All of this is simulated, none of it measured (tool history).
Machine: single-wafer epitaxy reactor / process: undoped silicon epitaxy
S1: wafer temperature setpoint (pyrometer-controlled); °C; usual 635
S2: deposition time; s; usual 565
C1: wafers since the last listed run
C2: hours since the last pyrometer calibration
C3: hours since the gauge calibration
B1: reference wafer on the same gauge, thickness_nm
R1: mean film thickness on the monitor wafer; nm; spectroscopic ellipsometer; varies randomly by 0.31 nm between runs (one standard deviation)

run 1 hour=0 | S1=635 S2=565 | C1=0 C2=1362.8 C3=528.3 | B1=76.047 | R1=73.489
run 2 hour=42.3 | S1=635 S2=630 | C1=94 C2=1405.1 C3=570.6 | B1=76.14 | R1=81.78
run 3 hour=82.5 | S1=635 S2=630 | C1=89 C2=1445.3 C3=610.8 | B1=76.119 | R1=82.374
run 4 hour=110.8 | S1=627 S2=598 | C1=63 C2=1473.6 C3=639.1 | B1=76.242 | R1=65.403
run 5 hour=177.4 | S1=635 S2=565 | C1=148 C2=1540.2 C3=705.7 | B1=76.056 | R1=73.751
run 6 hour=292.9 | S1=635 S2=565 | C1=257 C2=1655.7 C3=821.2 | B1=76.128 | R1=73.639
run 7 hour=356.2 | S1=635 S2=565 | C1=141 C2=1719 C3=884.5 | B1=75.963 | R1=73.688
run 8 hour=388 | S1=635 S2=565 | C1=71 C2=1750.8 C3=916.3 | B1=76.194 | R1=73.6
run 9 hour=437.2 | S1=635 S2=565 | C1=109 C2=1800 C3=965.5 | B1=76.114 | R1=73.965
-- hour=450.9 pyrometer calibrated
run 10 hour=493.9 | S1=640 S2=501 | C1=108 C2=43 C3=1022.2 | B1=76.018 | R1=72.346
run 11 hour=546.3 | S1=645 S2=565 | C1=117 C2=95.4 C3=1074.6 | B1=76.053 | R1=91.418
-- hour=590.1 gauge calibrated
run 12 hour=609.5 | S1=635 S2=565 | C1=141 C2=158.6 C3=19.4 | B1=76.224 | R1=73.159
run 13 hour=680.6 | S1=630 S2=565 | C1=158 C2=229.7 C3=90.5 | B1=76.143 | R1=65.769
run 14 hour=737 | S1=635 S2=565 | C1=125 C2=286.1 C3=146.9 | B1=76.181 | R1=73.441
run 15 hour=778.5 | S1=641 S2=529 | C1=92 C2=327.6 C3=188.4 | B1=76.062 | R1=78.71
run 16 hour=807.7 | S1=635 S2=565 | C1=65 C2=356.8 C3=217.6 | B1=76.226 | R1=73.748
run 17 hour=841.8 | S1=635 S2=474 | C1=76 C2=390.9 C3=251.7 | B1=76.136 | R1=61.634
run 18 hour=886.8 | S1=648 S2=532 | C1=100 C2=435.9 C3=296.7 | B1=76.149 | R1=92.561
run 19 hour=950.9 | S1=635 S2=666 | C1=143 C2=500 C3=360.8 | B1=75.916 | R1=87.028
run 20 hour=991.8 | S1=641 S2=647 | C1=91 C2=540.9 C3=401.7 | B1=76.015 | R1=96.079
run 21 hour=1026.3 | S1=635 S2=529 | C1=77 C2=575.4 C3=436.2 | B1=76.111 | R1=68.644
run 22 hour=1081.3 | S1=646 S2=519 | C1=122 C2=630.4 C3=491.2 | B1=76.067 | R1=86.555
run 23 hour=1144.7 | S1=635 S2=658 | C1=141 C2=693.8 C3=554.6 | B1=76.033 | R1=85.91
run 24 hour=1177.3 | S1=635 S2=565 | C1=72 C2=726.4 C3=587.2 | B1=76.083 | R1=73.829

Run 25, settings as shown, results not yet in. Your forecast:
run 25 hour=1230.6 | S1=641 S2=655 | C1=119 C2=779.7 C3=640.5 | B1=? | R1=?

Run 25 produced B1 76.065, R1 97.128 nm.
Were there no unlogged condition in the tool, this run, its random variation unchanged, would have produced R1 97.128 nm.
